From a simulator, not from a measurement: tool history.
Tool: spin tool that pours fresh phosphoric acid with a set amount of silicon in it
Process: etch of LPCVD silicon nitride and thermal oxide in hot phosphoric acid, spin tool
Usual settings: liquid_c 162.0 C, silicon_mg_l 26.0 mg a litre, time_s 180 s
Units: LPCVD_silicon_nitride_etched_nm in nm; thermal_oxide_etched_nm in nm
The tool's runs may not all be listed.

run	hour	liquid_c	silicon_mg_l	time_s	read-back film thickness of the LPCVD silicon nitride reference wafer, read on the same gauge (nm)	read-back film thickness of the thermal oxide reference wafer, read on the same gauge (nm)	LPCVD_silicon_nitride_etched_nm	thermal_oxide_etched_nm
1	0.0	162.0	26.0	180	120.02	139.989	15.23	0.304
# hour 22.5: dissolved silicon flow meter replaced
2	48.3	162.0	26.0	180	119.98	139.996	15.19	0.220
3	102.2	162.0	26.0	180	120.01	140.002	15.19	0.265
4	154.0	162.0	26.0	180	120.01	139.990	15.07	0.258
# hour 209.1: thermometer replaced
5	209.7	162.0	26.0	180	120.02	140.013	15.52	0.207
6	267.3	162.0	26.0	180	120.05	139.997	15.54	0.341
7	311.4	162.0	26.0	180	120.00	140.015	15.51	0.235
# hour 360.7: gauge calibrated
8	365.9	162.0	26.0	180	119.99	139.940	15.50	0.267
9	445.7	162.0	26.0	180	120.04	139.945	15.34	0.226
10	508.4	162.0	26.0	180	120.01	139.947	15.35	0.276
11	581.4	161.0	46.5	180	120.00	140.054	14.84	0.095
12	630.7	162.0	26.0	180	119.98	140.005	15.31	0.273
13	734.0	162.0	26.0	180	120.01	139.980	15.27	0.300
# hour 801.3: dissolved silicon flow meter replaced
14	810.1	162.0	41.5	180	120.02	140.037	15.22	0.140
15	860.8	159.5	10.5	225	120.01	140.010	17.52	0.385
16	943.6	165.0	42.5	180	120.02	140.007	16.76	0.119
17	1005.5	161.0	16.5	230	120.03	140.047	18.66	0.462
# hour 1041.9: heated supply line repaired
# hour 1090.7: thermometer replaced
18	1092.2	164.0	17.5	100	120.04	140.014	9.18	0.217
19	1199.4	164.5	38.5	180	119.98	140.037	16.96	0.159
20	1271.7	162.0	26.0	180	120.02	139.981	15.43	0.260
21	1366.4	160.5	40.0	270	120.04	139.980	22.09	0.198
22	1413.3	162.0	26.0	180	119.95	140.010	15.43	0.287

Forecast each of these 4 alternatives for the next run:
A	1413.8	163.5	26.0	180	?	?	?	?
B	1413.8	165.0	45.0	120	?	?	?	?
C	1413.8	160.0	26.0	280	?	?	?	?
D	1413.8	162.0	26.0	135	?	?	?	?

run	read-back film thickness of the LPCVD silicon nitride reference wafer, read on the same gauge (nm)	read-back film thickness of the thermal oxide reference wafer, read on the same gauge (nm)	LPCVD_silicon_nitride_etched_nm	thermal_oxide_etched_nm
A	120.05	140.001	16.19	0.372
B	120.05	140.001	11.34	0.100
C	120.05	140.001	22.41	0.448
D	120.05	140.001	11.55	0.250
Without the tool's hidden state the same runs would have given:
run	LPCVD_silicon_nitride_etched_nm	thermal_oxide_etched_nm
A	16.39	0.382
B	11.48	0.102
C	22.68	0.460
D	11.69	0.257

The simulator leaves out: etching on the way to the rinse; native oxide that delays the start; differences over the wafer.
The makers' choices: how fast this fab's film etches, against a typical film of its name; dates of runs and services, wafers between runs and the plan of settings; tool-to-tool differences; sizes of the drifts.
